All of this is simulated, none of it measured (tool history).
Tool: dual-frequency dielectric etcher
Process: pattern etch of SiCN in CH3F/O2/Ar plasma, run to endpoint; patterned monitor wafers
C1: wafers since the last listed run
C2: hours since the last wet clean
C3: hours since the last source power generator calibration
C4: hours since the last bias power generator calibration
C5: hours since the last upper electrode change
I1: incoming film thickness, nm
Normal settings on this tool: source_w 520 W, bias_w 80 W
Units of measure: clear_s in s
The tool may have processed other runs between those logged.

Run 1, hour 0: usual settings; C1 0; C2 35.4; C3 1462.8; C4 2676.6; C5 4050.3; I1 7.6. Result: clear_s 18.9 s.
Run 2, hour 48.2: usual settings; C1 645; C2 83.6; C3 1511; C4 2724.8; C5 4098.5; I1 7.54. Result: clear_s 18.5 s.
Run 3, hour 106.8: usual settings; C1 784; C2 142.2; C3 1569.6; C4 2783.4; C5 4157.1; I1 7.56. Result: clear_s 18.4 s.
Run 4, hour 193.4: usual settings; C1 1158; C2 228.8; C3 1656.2; C4 2870; C5 4243.7; I1 7.7. Result: clear_s 18.5 s.
Run 5, hour 270.6: usual settings; C1 1033; C2 306; C3 1733.4; C4 2947.2; C5 4320.9; I1 7.58. Result: clear_s 18.2 s.
Run 6, hour 389.1: usual settings; C1 1585; C2 424.5; C3 1851.9; C4 3065.7; C5 4439.4; I1 7.58. Result: clear_s 17.9 s.
Run 7, hour 463.9: usual settings; C1 1001; C2 499.3; C3 1926.7; C4 3140.5; C5 4514.2; I1 7.62. Result: clear_s 18.1 s.
At hour 490.6: wet clean of the chamber.
At hour 529.4: source power generator calibrated.
Run 8, hour 531.3: usual settings; C1 527; C2 40.7; C3 1.9; C4 3207.9; C5 4581.6; I1 7.51. Result: clear_s 18.2 s.
Run 9, hour 578.9: usual settings; C1 637; C2 88.3; C3 49.5; C4 3255.5; C5 4629.2; I1 7.54. Result: clear_s 18.1 s.
Run 10, hour 618.4: usual settings; C1 528; C2 127.8; C3 89; C4 3295; C5 4668.7; I1 7.59. Result: clear_s 18.7 s.
At hour 817.8: bias power generator calibrated.
At hour 931.4: wet clean of the chamber.
Run 11, hour 931.9: usual settings but source_w 430 W, bias_w 71 W; C1 3820; C2 0.5; C3 402.5; C4 114.1; C5 4982.2; I1 7.54. Result: clear_s 21 s.
Run 12, hour 979.4: usual settings but source_w 470 W, bias_w 68 W; C1 635; C2 48; C3 450; C4 161.6; C5 5029.7; I1 7.65. Result: clear_s 20.8 s.
Run 13, hour 1024.9: usual settings but source_w 480 W, bias_w 94 W; C1 608; C2 93.5; C3 495.5; C4 207.1; C5 5075.2; I1 7.55. Result: clear_s 17.7 s.
At hour 1142.8: upper electrode replaced.
Run 14, hour 1143.3: usual settings; C1 1263; C2 211.9; C3 613.9; C4 325.5; C5 0.5; I1 7.63. Result: clear_s 18.2 s.
Run 15, hour 1236.9: usual settings; C1 1252; C2 305.5; C3 707.5; C4 419.1; C5 94.1; I1 7.51. Result: clear_s 17.9 s.
Run 16, hour 1296.5: usual settings but source_w 480 W, bias_w 67 W; C1 797; C2 365.1; C3 767.1; C4 478.7; C5 153.7; I1 7.56. Result: clear_s 19.7 s.
At hour 1351.1: wet clean of the chamber.
Run 17, hour 1367.4: usual settings but source_w 640 W, bias_w 65 W; C1 627; C2 16.3; C3 838; C4 549.6; C5 224.6; I1 7.64. Result: clear_s 18.5 s.
Run 18, hour 1430.2: usual settings but source_w 580 W, bias_w 62 W; C1 840; C2 79.1; C3 900.8; C4 612.4; C5 287.4; I1 7.63. Result: clear_s 19.5 s.

3 options for the next run, each taken on its own from the tool as it stands now. Forecast them:
Run A, hour 1430.6: usual settings; C1 5; C2 79.5; C3 901.2; C4 612.8; C5 287.8; I1 7.69. Result: clear_s ?.
Run B, hour 1430.6: usual settings but source_w 550 W; C1 5; C2 79.5; C3 901.2; C4 612.8; C5 287.8; I1 7.69. Result: clear_s ?.
Run C, hour 1430.6: usual settings but bias_w 89 W; C1 5; C2 79.5; C3 901.2; C4 612.8; C5 287.8; I1 7.69. Result: clear_s ?.

run  clear_s
  A     18.6
  B     18.2
  C     17.9
With the hidden condition removed and each run's random variation left untouched, the same runs would have given:
run  clear_s
  A     18.8
  B     18.3
  C       18

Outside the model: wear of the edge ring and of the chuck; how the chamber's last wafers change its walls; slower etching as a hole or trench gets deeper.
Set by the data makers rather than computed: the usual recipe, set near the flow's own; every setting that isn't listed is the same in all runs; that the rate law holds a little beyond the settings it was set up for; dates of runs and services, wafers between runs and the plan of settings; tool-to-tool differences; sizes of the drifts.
